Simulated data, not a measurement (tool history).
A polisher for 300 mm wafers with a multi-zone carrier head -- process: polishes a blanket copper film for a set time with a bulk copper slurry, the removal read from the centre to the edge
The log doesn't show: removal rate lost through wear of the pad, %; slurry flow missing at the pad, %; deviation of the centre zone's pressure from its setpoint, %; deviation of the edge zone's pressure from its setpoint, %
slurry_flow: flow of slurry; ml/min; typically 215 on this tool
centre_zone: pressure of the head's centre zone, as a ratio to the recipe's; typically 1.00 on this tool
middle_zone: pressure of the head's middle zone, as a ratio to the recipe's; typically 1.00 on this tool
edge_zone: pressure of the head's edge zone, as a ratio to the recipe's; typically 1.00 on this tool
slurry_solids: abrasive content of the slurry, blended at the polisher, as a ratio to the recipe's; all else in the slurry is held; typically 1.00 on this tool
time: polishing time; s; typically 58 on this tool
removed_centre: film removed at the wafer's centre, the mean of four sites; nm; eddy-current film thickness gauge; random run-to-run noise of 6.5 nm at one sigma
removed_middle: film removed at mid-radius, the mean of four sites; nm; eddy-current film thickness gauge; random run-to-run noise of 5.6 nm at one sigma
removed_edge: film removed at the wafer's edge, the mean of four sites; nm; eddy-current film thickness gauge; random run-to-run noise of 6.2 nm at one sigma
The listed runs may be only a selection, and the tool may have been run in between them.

run	hour	slurry_flow	centre_zone	middle_zone	edge_zone	slurry_solids	time	wafers since the last listed run	wafers polished on this pad	hours since the slurry nozzle was cleaned	hours since the centre zone pressure was calibrated	hours since the edge zone pressure was calibrated	hours since the carrier head's membrane was replaced	incoming thickness of the incoming film, nm	removed_centre	removed_middle	removed_edge
1	0.0	245	1.00	1.07	1.00	0.80	58	0	1936	64.8	244.5	180.1	161.1	2426.2	584.8	610.4	556.9
2	62.1	215	0.95	0.89	1.11	1.00	70	473	2409	126.9	306.6	242.2	223.2	2435.9	672.5	642.8	749.6
3	111.4	215	1.00	1.00	0.96	1.00	58	375	2785	176.2	355.9	291.5	272.5	2428.7	591.9	588.0	562.8
4	136.0	215	1.00	1.10	1.00	1.25	40	187	2972	200.8	380.5	316.1	297.1	2422.2	428.5	465.4	410.2
# hour 155.4: worn pad replaced by a new one
# hour 169.2: centre zone pressure recalibrated
5	200.3	215	1.00	1.00	1.00	1.00	58	444	326	265.1	31.1	380.4	361.4	2419.8	626.8	607.7	615.7
6	251.0	165	1.06	1.05	1.00	0.90	58	386	713	315.8	81.8	431.1	412.1	2406.6	595.4	584.9	567.7
7	310.6	195	1.00	1.00	1.00	1.00	46	454	1167	375.4	141.4	490.7	471.7	2425.6	473.3	466.8	462.9
8	362.5	145	1.00	1.00	1.11	1.00	51	395	1563	427.3	193.3	542.6	523.6	2402.3	481.4	475.4	508.4
9	430.3	215	0.93	1.00	0.90	0.80	70	516	2079	495.1	261.1	610.4	591.4	2394.2	630.9	670.1	629.5
# hour 458.3: slurry nozzle cleaned
10	473.0	215	1.00	1.00	0.93	1.00	58	317	2397	14.7	303.8	653.1	634.1	2446.5	596.4	584.5	552.8
11	541.1	215	1.03	1.00	1.00	1.00	58	519	2916	82.8	371.9	721.2	702.2	2420.7	612.2	589.5	579.3
# hour 616.4: worn pad replaced by a new one
# hour 620.6: centre zone pressure recalibrated
# hour 632.9: carrier head's membrane replaced by a new one
12	654.2	180	1.00	1.00	1.00	1.00	44	778	234	195.9	33.6	834.3	21.3	2435.5	460.1	455.8	445.0
# hour 698.0: edge zone pressure recalibrated
13	698.5	215	1.04	1.00	0.94	1.00	58	322	557	240.2	77.9	0.5	65.6	2382.5	642.2	612.6	578.7
14	768.1	215	1.04	0.97	1.00	1.00	58	530	1087	309.8	147.5	70.1	135.2	2431.1	634.4	587.8	584.7
15	821.8	215	1.00	1.00	1.00	1.00	58	409	1497	363.5	201.2	123.8	188.9	2396.5	602.1	598.6	582.8
16	864.8	215	1.00	1.00	1.00	1.00	77	327	1824	406.5	244.2	166.8	231.9	2438.6	810.3	792.8	767.1

Run 17 comes next. What will it give?
17	924.3	180	1.00	1.00	1.00	0.85	58	453	2278	466.0	303.7	226.3	291.4	2431.9	?	?	?

Logged for run 17: removed_centre 553.5 nm, removed_middle 557.8 nm, removed_edge 538.9 nm.
Minus the tool's unlogged condition, the same run would have read removed_centre 586.5 nm, removed_middle 591.0 nm, removed_edge 570.9 nm.
